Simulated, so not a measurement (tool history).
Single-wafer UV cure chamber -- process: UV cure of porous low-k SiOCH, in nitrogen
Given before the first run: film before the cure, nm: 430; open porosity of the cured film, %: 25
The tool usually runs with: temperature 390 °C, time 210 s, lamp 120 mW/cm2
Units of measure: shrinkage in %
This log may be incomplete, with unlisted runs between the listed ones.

Run 1, hour 0: usual settings but time 160 s, lamp 99 mW/cm2. Result: shrinkage 8.653 %.
Run 2, hour 22.1: usual settings but time 160 s, lamp 99 mW/cm2. Result: shrinkage 8.899 %.
Run 3, hour 35.5: usual settings but time 160 s, lamp 99 mW/cm2. Result: shrinkage 8.708 %.
Run 4, hour 58.4: usual settings. Result: shrinkage 10.963 %.
Run 5, hour 88.5: usual settings. Result: shrinkage 10.709 %.
Run 6, hour 117.2: usual settings. Result: shrinkage 10.991 %.
Run 7, hour 141.7: usual settings. Result: shrinkage 10.667 %.
Run 8, hour 174.6: usual settings. Result: shrinkage 10.471 %.
Run 9, hour 191.3: usual settings. Result: shrinkage 10.621 %.
Run 10, hour 214.9: usual settings. Result: shrinkage 10.407 %.
At hour 251.7: UV bulbs replaced.
Run 11, hour 252.2: usual settings. Result: shrinkage 12.536 %.
Run 12, hour 279.1: usual settings. Result: shrinkage 12.01 %.
Run 13, hour 294.7: usual settings but temperature 375 °C, time 275 s, lamp 99 mW/cm2. Result: shrinkage 12.006 %.
At hour 333.2: quartz window cleaned.
Run 14, hour 333.7: usual settings but temperature 396 °C, time 295 s, lamp 88 mW/cm2. Result: shrinkage 12.376 %.
Run 15, hour 352: usual settings but temperature 377 °C, time 335 s, lamp 104 mW/cm2. Result: shrinkage 13.467 %.
Run 16, hour 398.9: usual settings but lamp 159 mW/cm2. Result: shrinkage 13.136 %.
Run 17, hour 418.8: usual settings but temperature 404 °C, time 290 s, lamp 141 mW/cm2. Result: shrinkage 14.042 %.
Run 18, hour 443.7: usual settings but temperature 401 °C, time 275 s, lamp 145 mW/cm2. Result: shrinkage 14.208 %.
Run 19, hour 469.6: usual settings but time 285 s. Result: shrinkage 13.374 %.
Run 20, hour 493.9: usual settings. Result: shrinkage 11.931 %.
Run 21, hour 525.6: usual settings but temperature 381 °C, time 160 s, lamp 147 mW/cm2. Result: shrinkage 11.494 %.
Run 22, hour 633.2: usual settings but temperature 384 °C, time 335 s, lamp 103 mW/cm2. Result: shrinkage 12.724 %.
Run 23, hour 665: usual settings but temperature 377 °C, time 160 s, lamp 149 mW/cm2. Result: shrinkage 11.351 %.
Run 24, hour 694.2: usual settings. Result: shrinkage 11.696 %.

3 ways to go on from here, each from the tool as it stands after run 24. What would each give?
Run A, hour 694.7: usual settings but time 135 s. Result: shrinkage ?.
Run B, hour 694.7: usual settings but temperature 406 °C, time 270 s, lamp 144 mW/cm2. Result: shrinkage ?.
Run C, hour 694.7: usual settings but temperature 374 °C, time 90 s, lamp 142 mW/cm2. Result: shrinkage ?.

run  shrinkage
  A      9.709
  B     14.096
  C      8.377
Had the tool no hidden state, the same runs would have come out as:
run  shrinkage
  A      10.32
  B     14.763
  C      8.971
